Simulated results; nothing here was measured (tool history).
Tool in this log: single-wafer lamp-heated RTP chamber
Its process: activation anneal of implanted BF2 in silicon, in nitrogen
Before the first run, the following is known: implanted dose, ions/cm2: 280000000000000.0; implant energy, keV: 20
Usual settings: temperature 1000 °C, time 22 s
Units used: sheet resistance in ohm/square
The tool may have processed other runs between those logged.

run,hour,temperature,time,wafers since the last listed run,wafers since the last pyrometer calibration,wafers since the reflector plate was cleaned,hours since the gauge calibration,"read-back reference wafer on the same gauge, sheet resistance",sheet resistance
1,0.0,1000,26,0,314,6229,1148.5,409.03,408.18
2,72.4,1000,26,1267,1581,7497,1220.9,408.77,407.80
3,134.3,980,22,1083,2665,8581,1282.8,408.62,414.35
4,185.2,980,22,891,3556,9472,1333.7,408.55,414.70
5,289.5,980,22,1826,5382,11298,1438.0,408.25,413.35
6,349.6,991,22,1052,6435,12350,1498.1,408.04,409.02
# hour 382.8: reflector plate cleaned
7,437.1,991,22,1391,7826,951,1585.6,408.20,409.71
8,491.4,991,22,950,8777,1901,1639.9,407.93,409.18
9,546.0,1000,22,955,9733,2857,1694.5,407.94,408.46
# hour 639.2: pyrometer window cleaned and pyrometer calibrated
10,643.7,1000,22,1570,78,4428,1792.2,407.94,408.36
11,706.7,1000,22,1103,1181,5531,1855.2,407.78,407.43
12,794.3,994,22,1533,2715,7064,1942.8,407.77,408.71
# hour 1041.2: reflector plate cleaned
13,1094.9,1000,22,5122,7837,940,2243.4,407.40,407.37
14,1201.0,1016,22,1857,9695,2798,2349.5,407.34,406.75
# hour 1217.1: pyrometer window cleaned and pyrometer calibrated
15,1292.6,1016,22,1463,1321,4262,2441.1,407.50,406.15
16,1387.3,1000,22,1658,2979,5920,2535.8,407.33,407.04
17,1467.0,1000,12,1395,4374,7315,2615.5,407.29,409.57
18,1527.8,1000,22,1064,5439,8380,2676.3,407.35,407.42
# hour 1588.8: gauge calibrated
# hour 1616.8: reflector plate cleaned
19,1652.9,980,18,2050,7489,632,64.1,412.16,417.55
20,1689.1,1000,22,633,8123,1266,100.3,411.79,411.75
21,1786.2,1019,13,1700,9823,2966,197.4,411.46,414.63
# hour 1813.2: pyrometer window cleaned and pyrometer calibrated
22,1891.8,989,14,1708,1375,4674,303.0,410.51,413.74
23,1948.3,1028,12,989,2364,5664,359.5,410.44,412.94
24,2002.3,980,22,945,3310,6609,413.5,410.16,414.88
25,2104.6,1000,22,1791,5101,8400,515.8,409.49,409.86
26,2162.4,1000,34,1011,6113,9412,573.6,409.76,406.48
27,2284.4,989,14,2135,8249,11548,695.6,408.81,412.67
28,2324.6,1000,22,703,8953,12252,735.8,408.88,409.59
# hour 2351.3: reflector plate cleaned
29,2385.2,1000,22,920,9874,593,796.4,408.96,408.26
# hour 2476.9: pyrometer window cleaned and pyrometer calibrated
30,2477.4,991,32,1474,8,2067,888.6,408.21,408.78
31,2778.1,991,16,5264,5272,7332,1189.3,407.94,410.82
32,2875.9,973,15,1712,6984,9044,1287.1,407.61,419.25
33,3006.8,1024,22,2291,9276,11336,1418.0,407.27,406.37
34,3057.5,985,34,887,10164,12224,1468.7,407.25,408.19
# hour 3114.8: reflector plate cleaned
# hour 3134.3: pyrometer window cleaned and pyrometer calibrated
35,3151.1,989,14,1358,294,495,1562.3,407.07,412.40
36,3223.0,1025,31,1258,1553,1753,1634.2,406.99,402.71
37,3325.9,1009,10,1801,3354,3555,1737.1,406.87,409.12

Consider 3 possible next runs. They are alternatives, not a sequence: every one starts from the tool as it was left by run 37. What does each give?
A,3326.3,1000,22,7,3361,3562,1737.5,?,?
B,3326.3,979,22,7,3361,3562,1737.5,?,?
C,3326.3,1021,10,7,3361,3562,1737.5,?,?

run,"read-back reference wafer on the same gauge, sheet resistance",sheet resistance
A,406.50,406.89
B,406.50,412.59
C,406.50,409.93
Had the tool no hidden state, the same runs would have come out as:
run,sheet resistance
A,414.02
B,419.82
C,417.11

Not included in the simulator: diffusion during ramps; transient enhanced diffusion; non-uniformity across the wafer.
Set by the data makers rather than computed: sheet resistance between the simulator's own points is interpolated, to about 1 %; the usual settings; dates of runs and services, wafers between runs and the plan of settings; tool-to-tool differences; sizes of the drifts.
